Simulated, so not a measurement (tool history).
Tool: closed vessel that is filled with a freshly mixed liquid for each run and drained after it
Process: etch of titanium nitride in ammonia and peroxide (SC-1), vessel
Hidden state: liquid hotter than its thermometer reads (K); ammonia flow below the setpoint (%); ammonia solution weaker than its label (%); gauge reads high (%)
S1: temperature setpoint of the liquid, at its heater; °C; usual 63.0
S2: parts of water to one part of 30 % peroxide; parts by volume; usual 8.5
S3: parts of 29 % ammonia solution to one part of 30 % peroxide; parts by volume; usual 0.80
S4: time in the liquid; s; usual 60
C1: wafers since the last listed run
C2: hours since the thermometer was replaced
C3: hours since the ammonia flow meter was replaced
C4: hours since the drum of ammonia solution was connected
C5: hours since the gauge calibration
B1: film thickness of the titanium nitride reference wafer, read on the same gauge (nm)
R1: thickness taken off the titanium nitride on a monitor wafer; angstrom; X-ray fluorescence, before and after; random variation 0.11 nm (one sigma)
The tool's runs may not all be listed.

run 1 hour=0.0 | S1=63.0 S2=8.5 S3=0.80 S4=60 | C1=0 C2=1533.2 C3=1880.3 C4=420.7 C5=682.1 | B1=39.99 | R1=169.4
run 2 hour=22.4 | S1=63.0 S2=8.5 S3=0.80 S4=60 | C1=3160 C2=1555.6 C3=1902.7 C4=443.1 C5=704.5 | B1=39.99 | R1=169.3
run 3 hour=58.3 | S1=63.0 S2=8.5 S3=0.80 S4=60 | C1=5065 C2=1591.5 C3=1938.6 C4=479.0 C5=740.4 | B1=39.99 | R1=168.1
run 4 hour=74.0 | S1=60.0 S2=8.5 S3=0.80 S4=60 | C1=2215 C2=1607.2 C3=1954.3 C4=494.7 C5=756.1 | B1=39.99 | R1=140.4
run 5 hour=108.0 | S1=69.0 S2=10.0 S3=0.80 S4=60 | C1=4797 C2=1641.2 C3=1988.3 C4=528.7 C5=790.1 | B1=39.99 | R1=227.0
run 6 hour=132.7 | S1=69.0 S2=10.0 S3=0.80 S4=60 | C1=3484 C2=1665.9 C3=2013.0 C4=553.4 C5=814.8 | B1=39.99 | R1=229.0
run 7 hour=151.0 | S1=57.0 S2=8.5 S3=0.65 S4=60 | C1=2581 C2=1684.2 C3=2031.3 C4=571.7 C5=833.1 | B1=40.01 | R1=112.5
run 8 hour=174.4 | S1=63.0 S2=8.5 S3=0.80 S4=60 | C1=3301 C2=1707.6 C3=2054.7 C4=595.1 C5=856.5 | B1=40.02 | R1=170.8
run 9 hour=206.6 | S1=63.0 S2=10.0 S3=0.60 S4=40 | C1=4543 C2=1739.8 C3=2086.9 C4=627.3 C5=888.7 | B1=39.98 | R1=100.5
run 10 hour=232.2 | S1=54.5 S2=11.5 S3=0.55 S4=90 | C1=3611 C2=1765.4 C3=2112.5 C4=652.9 C5=914.3 | B1=39.99 | R1=119.2
run 11 hour=261.8 | S1=63.0 S2=8.5 S3=0.80 S4=60 | C1=4176 C2=1795.0 C3=2142.1 C4=682.5 C5=943.9 | B1=40.01 | R1=171.9
run 12 hour=285.8 | S1=66.0 S2=8.5 S3=0.80 S4=60 | C1=3386 C2=1819.0 C3=2166.1 C4=706.5 C5=967.9 | B1=40.01 | R1=208.0
run 13 hour=308.2 | S1=63.0 S2=8.5 S3=1.15 S4=60 | C1=3160 C2=1841.4 C3=2188.5 C4=728.9 C5=990.3 | B1=40.01 | R1=183.9
-- hour=321.4 ammonia flow meter replaced
-- hour=337.4 thermometer replaced
run 14 hour=408.9 | S1=63.0 S2=8.5 S3=0.80 S4=85 | C1=13925 C2=71.5 C3=87.5 C4=829.6 C5=1091.0 | B1=39.99 | R1=212.0
run 15 hour=429.9 | S1=63.0 S2=8.5 S3=0.80 S4=60 | C1=2962 C2=92.5 C3=108.5 C4=850.6 C5=1112.0 | B1=40.01 | R1=150.4
-- hour=438.6 gauge calibrated
run 16 hour=452.5 | S1=70.0 S2=5.5 S3=1.10 S4=90 | C1=3188 C2=115.1 C3=131.1 C4=873.2 C5=13.9 | B1=40.01 | R1=441.3
run 17 hour=470.6 | S1=58.0 S2=8.5 S3=0.60 S4=85 | C1=2553 C2=133.2 C3=149.2 C4=891.3 C5=32.0 | B1=40.01 | R1=148.0
run 18 hour=502.0 | S1=63.0 S2=8.5 S3=0.55 S4=60 | C1=4430 C2=164.6 C3=180.6 C4=922.7 C5=63.4 | B1=40.00 | R1=141.6
-- hour=513.4 new drum of ammonia solution connected
run 19 hour=521.9 | S1=63.0 S2=8.5 S3=0.80 S4=60 | C1=2666 C2=184.5 C3=200.5 C4=8.5 C5=83.3 | B1=40.00 | R1=150.4
run 20 hour=556.1 | S1=63.0 S2=5.0 S3=1.05 S4=80 | C1=4825 C2=218.7 C3=234.7 C4=42.7 C5=117.5 | B1=39.99 | R1=266.0
run 21 hour=579.6 | S1=53.5 S2=6.0 S3=1.20 S4=30 | C1=3315 C2=242.2 C3=258.2 C4=66.2 C5=141.0 | B1=40.00 | R1=50.2
run 22 hour=608.6 | S1=70.0 S2=10.5 S3=0.70 S4=30 | C1=4091 C2=271.2 C3=287.2 C4=95.2 C5=170.0 | B1=39.99 | R1=102.0
run 23 hour=662.3 | S1=63.0 S2=8.5 S3=0.80 S4=60 | C1=7576 C2=324.9 C3=340.9 C4=148.9 C5=223.7 | B1=39.99 | R1=152.2
run 24 hour=767.9 | S1=63.0 S2=8.5 S3=0.80 S4=60 | C1=14899 C2=430.5 C3=446.5 C4=254.5 C5=329.3 | B1=40.01 | R1=153.9
run 25 hour=798.8 | S1=63.0 S2=11.0 S3=0.80 S4=60 | C1=4359 C2=461.4 C3=477.4 C4=285.4 C5=360.2 | B1=40.00 | R1=133.8
run 26 hour=822.2 | S1=63.0 S2=8.5 S3=0.80 S4=60 | C1=3301 C2=484.8 C3=500.8 C4=308.8 C5=383.6 | B1=39.99 | R1=152.1
run 27 hour=855.8 | S1=63.0 S2=8.5 S3=0.80 S4=60 | C1=4740 C2=518.4 C3=534.4 C4=342.4 C5=417.2 | B1=40.00 | R1=154.3

Some steps in R1 between neighbouring runs. How much of each would the tool show without its hidden state too (settings, what came in, random variation), and how much is left for the hidden state, with any gauge scatter that isn't in both results?
Run 6 -> 7: S1 69.0 -> 57.0, S2 10.0 -> 8.5, S3 0.80 -> 0.65. R1 -116.5 angstrom: hidden state -14.2, all else -102.3.
Run 13 -> 14: S3 1.15 -> 0.80, S4 60 -> 85, ammonia flow meter replaced, thermometer replaced. R1 +28.1 angstrom: hidden state -24.8, all else +52.9.
Run 15 -> 16: S1 63.0 -> 70.0, S2 8.5 -> 5.5, S3 0.80 -> 1.10, S4 60 -> 90, gauge calibrated. R1 +290.9 angstrom: hidden state +4.1, all else +286.8.
Run 16 -> 17: S1 70.0 -> 58.0, S2 5.5 -> 8.5, S3 1.10 -> 0.60, S4 90 -> 85. R1 -293.3 angstrom: hidden state -3.6, all else -289.7.
